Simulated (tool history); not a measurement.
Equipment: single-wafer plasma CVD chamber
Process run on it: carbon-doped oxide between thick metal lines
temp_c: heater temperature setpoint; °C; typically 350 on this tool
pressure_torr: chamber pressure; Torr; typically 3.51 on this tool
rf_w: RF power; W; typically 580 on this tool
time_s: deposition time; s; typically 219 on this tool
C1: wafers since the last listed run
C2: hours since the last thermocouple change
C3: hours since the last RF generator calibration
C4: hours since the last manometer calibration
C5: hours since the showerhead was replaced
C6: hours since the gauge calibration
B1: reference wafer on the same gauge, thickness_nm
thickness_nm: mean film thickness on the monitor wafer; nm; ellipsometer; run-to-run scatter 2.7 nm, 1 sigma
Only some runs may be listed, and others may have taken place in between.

Run 1, hour 0: usual settings but temp_c 343 °C; C1 0; C2 900.3; C3 1347.3; C4 730; C5 5289; C6 116; B1 1151.214. Result: thickness_nm 1207.615 nm.
Run 2, hour 14.5: usual settings; C1 127; C2 914.8; C3 1361.8; C4 744.5; C5 5303.5; C6 130.5; B1 1149.625. Result: thickness_nm 1187.034 nm.
Run 3, hour 22.4: usual settings; C1 69; C2 922.7; C3 1369.7; C4 752.4; C5 5311.4; C6 138.4; B1 1148.475. Result: thickness_nm 1187.01 nm.
Run 4, hour 29: usual settings but pressure_torr 2.93 Torr; C1 57; C2 929.3; C3 1376.3; C4 759; C5 5318; C6 145; B1 1150.026. Result: thickness_nm 1159.978 nm.
At hour 34.5: gauge calibrated.
Run 5, hour 36.4: usual settings but pressure_torr 2.93 Torr; C1 64; C2 936.7; C3 1383.7; C4 766.4; C5 5325.4; C6 1.9; B1 1150.643. Result: thickness_nm 1160.944 nm.
Run 6, hour 51.7: usual settings but pressure_torr 2.93 Torr; C1 134; C2 952; C3 1399; C4 781.7; C5 5340.7; C6 17.2; B1 1149.357. Result: thickness_nm 1161.549 nm.
At hour 74.4: RF generator calibrated.
At hour 80.1: capacitance manometer re-zeroed and calibrated.
Run 7, hour 80.6: usual settings; C1 133; C2 980.9; C3 6.2; C4 0.5; C5 5369.6; C6 46.1; B1 1150.383. Result: thickness_nm 1258.67 nm.
Run 8, hour 85.6: usual settings; C1 43; C2 985.9; C3 11.2; C4 5.5; C5 5374.6; C6 51.1; B1 1150.274. Result: thickness_nm 1258.515 nm.
At hour 98.8: showerhead replaced.
Run 9, hour 99.3: usual settings; C1 49; C2 999.6; C3 24.9; C4 19.2; C5 0.5; C6 64.8; B1 1149.93. Result: thickness_nm 1256.451 nm.
Run 10, hour 120.6: usual settings but temp_c 354 °C; C1 186; C2 1020.9; C3 46.2; C4 40.5; C5 21.8; C6 86.1; B1 1150.065. Result: thickness_nm 1239.964 nm.
At hour 145.1: thermocouple changed; heater temperature recalibrated.
Run 11, hour 145.6: usual settings; C1 149; C2 0.5; C3 71.2; C4 65.5; C5 46.8; C6 111.1; B1 1148.823. Result: thickness_nm 1256.851 nm.
Run 12, hour 155.6: usual settings but pressure_torr 3 Torr; C1 87; C2 10.5; C3 81.2; C4 75.5; C5 56.8; C6 121.1; B1 1150.358. Result: thickness_nm 1223.942 nm.
Run 13, hour 171.8: usual settings but rf_w 690 W; C1 142; C2 26.7; C3 97.4; C4 91.7; C5 73; C6 137.3; B1 1150.257. Result: thickness_nm 1427.864 nm.
At hour 172.8: gauge calibrated.
Run 14, hour 180.6: usual settings but temp_c 360 °C, pressure_torr 3.03 Torr, rf_w 550 W, time_s 243 s; C1 77; C2 35.5; C3 106.2; C4 100.5; C5 81.8; C6 7.8; B1 1149.126. Result: thickness_nm 1276.661 nm.
Run 15, hour 195.5: usual settings but pressure_torr 2.93 Torr; C1 130; C2 50.4; C3 121.1; C4 115.4; C5 96.7; C6 22.7; B1 1149.971. Result: thickness_nm 1219.792 nm.
Run 16, hour 212.4: usual settings but pressure_torr 3 Torr; C1 148; C2 67.3; C3 138; C4 132.3; C5 113.6; C6 39.6; B1 1149.854. Result: thickness_nm 1219.321 nm.
Run 17, hour 219.6: usual settings; C1 63; C2 74.5; C3 145.2; C4 139.5; C5 120.8; C6 46.8; B1 1149.532. Result: thickness_nm 1250.357 nm.
Run 18, hour 226.5: usual settings but rf_w 620 W; C1 60; C2 81.4; C3 152.1; C4 146.4; C5 127.7; C6 53.7; B1 1149.426. Result: thickness_nm 1314.697 nm.
Run 19, hour 235.8: usual settings but rf_w 630 W; C1 81; C2 90.7; C3 161.4; C4 155.7; C5 137; C6 63; B1 1149.694. Result: thickness_nm 1325.654 nm.

For each entry between runs, how does the tool's hidden state at the last listed run before it compare with that at the first listed run after it?
Run 4 -> run 5: gauge calibrated (hour 34.5)
  delivered RF power above the setpoint (%): -8.36 -> -8.4
  measured result minus the result with no hidden state, thickness_nm: -83.195 -> -83.707 nm
Run 6 -> run 7: RF generator calibrated (hour 74.4); capacitance manometer re-zeroed and calibrated (hour 80.1)
  delivered RF power above the setpoint (%): -8.48 -> -1.84
  measured result minus the result with no hidden state, thickness_nm: -84.668 -> -18.141 nm
Run 8 -> run 9: showerhead replaced (hour 98.8)
  delivered RF power above the setpoint (%): -1.86 -> -1.94
  measured result minus the result with no hidden state, thickness_nm: -18.41 -> -19.124 nm
Run 10 -> run 11: thermocouple changed; heater temperature recalibrated (hour 145.1)
  delivered RF power above the setpoint (%): -2.05 -> -2.19
  measured result minus the result with no hidden state, thickness_nm: -20.018 -> -21.656 nm
Run 13 -> run 14: gauge calibrated (hour 172.8)
  delivered RF power above the setpoint (%): -2.33 -> -2.38
  measured result minus the result with no hidden state, thickness_nm: -25.478 -> -24.718 nm
